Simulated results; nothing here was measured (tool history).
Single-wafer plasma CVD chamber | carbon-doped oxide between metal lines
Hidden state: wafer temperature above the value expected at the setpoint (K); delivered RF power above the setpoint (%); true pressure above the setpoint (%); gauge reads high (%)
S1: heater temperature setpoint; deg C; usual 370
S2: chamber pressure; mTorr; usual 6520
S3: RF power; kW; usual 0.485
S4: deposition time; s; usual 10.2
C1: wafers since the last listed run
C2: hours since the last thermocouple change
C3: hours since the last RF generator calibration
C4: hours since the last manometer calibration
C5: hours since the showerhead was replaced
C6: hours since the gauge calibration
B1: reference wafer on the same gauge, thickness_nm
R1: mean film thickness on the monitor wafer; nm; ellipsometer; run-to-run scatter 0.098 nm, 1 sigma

{"run": 1, "hour": 0.0, "S1": 370, "S2": 6520, "S3": 0.485, "S4": 10.2, "C1": 0, "C2": 1525.5, "C3": 2071.1, "C4": 2346.0, "C5": 3460.0, "C6": 440.0, "B1": 48.008, "R1": 47.332}
{"run": 2, "hour": 26.2, "S1": 370, "S2": 6520, "S3": 0.485, "S4": 10.2, "C1": 889, "C2": 1551.7, "C3": 2097.3, "C4": 2372.2, "C5": 3486.2, "C6": 466.2, "B1": 48.023, "R1": 47.188}
{"run": 3, "hour": 79.8, "S1": 370, "S2": 6520, "S3": 0.485, "S4": 10.2, "C1": 1819, "C2": 1605.3, "C3": 2150.9, "C4": 2425.8, "C5": 3539.8, "C6": 519.8, "B1": 48.001, "R1": 47.145}
{"run": 4, "hour": 129.6, "S1": 370, "S2": 6520, "S3": 0.485, "S4": 10.2, "C1": 1690, "C2": 1655.1, "C3": 2200.7, "C4": 2475.6, "C5": 3589.6, "C6": 569.6, "B1": 47.988, "R1": 47.211}
{"run": 5, "hour": 328.2, "S1": 370, "S2": 7780, "S3": 0.485, "S4": 10.2, "C1": 6742, "C2": 1853.7, "C3": 2399.3, "C4": 2674.2, "C5": 3788.2, "C6": 768.2, "B1": 48.005, "R1": 47.661}
{"hour": 369.9, "done": "RF generator calibrated"}
{"run": 6, "hour": 370.4, "S1": 370, "S2": 7780, "S3": 0.485, "S4": 10.2, "C1": 1161, "C2": 1895.9, "C3": 0.5, "C4": 2716.4, "C5": 3830.4, "C6": 810.4, "B1": 48.011, "R1": 47.367}
{"run": 7, "hour": 423.8, "S1": 370, "S2": 6520, "S3": 0.485, "S4": 10.2, "C1": 1812, "C2": 1949.3, "C3": 53.9, "C4": 2769.8, "C5": 3883.8, "C6": 863.8, "B1": 48.007, "R1": 47.198}
{"run": 8, "hour": 464.6, "S1": 370, "S2": 6520, "S3": 0.425, "S4": 11.5, "C1": 1385, "C2": 1990.1, "C3": 94.7, "C4": 2810.6, "C5": 3924.6, "C6": 904.6, "B1": 47.982, "R1": 49.751}
{"hour": 526.9, "done": "gauge calibrated"}
{"hour": 596.7, "done": "capacitance manometer re-zeroed and calibrated"}
{"run": 9, "hour": 601.7, "S1": 363, "S2": 7830, "S3": 0.485, "S4": 10.2, "C1": 4382, "C2": 2127.2, "C3": 231.8, "C4": 5.0, "C5": 4061.7, "C6": 74.8, "B1": 48.004, "R1": 48.609}
{"run": 10, "hour": 633.4, "S1": 370, "S2": 6040, "S3": 0.41, "S4": 10.2, "C1": 1076, "C2": 2158.9, "C3": 263.5, "C4": 36.7, "C5": 4093.4, "C6": 106.5, "B1": 47.994, "R1": 42.989}
{"hour": 649.7, "done": "thermocouple changed; heater temperature recalibrated"}
{"hour": 690.9, "done": "showerhead replaced"}
{"run": 11, "hour": 810.3, "S1": 370, "S2": 6520, "S3": 0.58, "S4": 10.2, "C1": 5462, "C2": 160.6, "C3": 440.4, "C4": 213.6, "C5": 119.4, "C6": 283.4, "B1": 47.98, "R1": 51.659}
{"run": 12, "hour": 872.5, "S1": 376, "S2": 6520, "S3": 0.485, "S4": 8.8, "C1": 2111, "C2": 222.8, "C3": 502.6, "C4": 275.8, "C5": 181.6, "C6": 345.6, "B1": 48.01, "R1": 40.156}
{"run": 13, "hour": 898.8, "S1": 361, "S2": 5010, "S3": 0.42, "S4": 11.1, "C1": 892, "C2": 249.1, "C3": 528.9, "C4": 302.1, "C5": 207.9, "C6": 371.9, "B1": 48.004, "R1": 47.671}
{"run": 14, "hour": 955.3, "S1": 370, "S2": 6520, "S3": 0.485, "S4": 10.2, "C1": 1918, "C2": 305.6, "C3": 585.4, "C4": 358.6, "C5": 264.4, "C6": 428.4, "B1": 48.001, "R1": 47.038}
{"run": 15, "hour": 993.2, "S1": 370, "S2": 6520, "S3": 0.485, "S4": 10.2, "C1": 1286, "C2": 343.5, "C3": 623.3, "C4": 396.5, "C5": 302.3, "C6": 466.3, "B1": 48.001, "R1": 47.304}
{"run": 16, "hour": 1025.5, "S1": 370, "S2": 6520, "S3": 0.485, "S4": 10.2, "C1": 1096, "C2": 375.8, "C3": 655.6, "C4": 428.8, "C5": 334.6, "C6": 498.6, "B1": 48.003, "R1": 47.224}
{"run": 17, "hour": 1090.8, "S1": 370, "S2": 7530, "S3": 0.485, "S4": 10.2, "C1": 2216, "C2": 441.1, "C3": 720.9, "C4": 494.1, "C5": 399.9, "C6": 563.9, "B1": 48.012, "R1": 47.495}

The tool's hidden state at each run:
wafer temperature above the value expected at the setpoint (K): 0 at every run
delivered RF power above the setpoint (%): 0 at every run
true pressure above the setpoint (%): 0 at every run
gauge reads high (%): 0 at every run
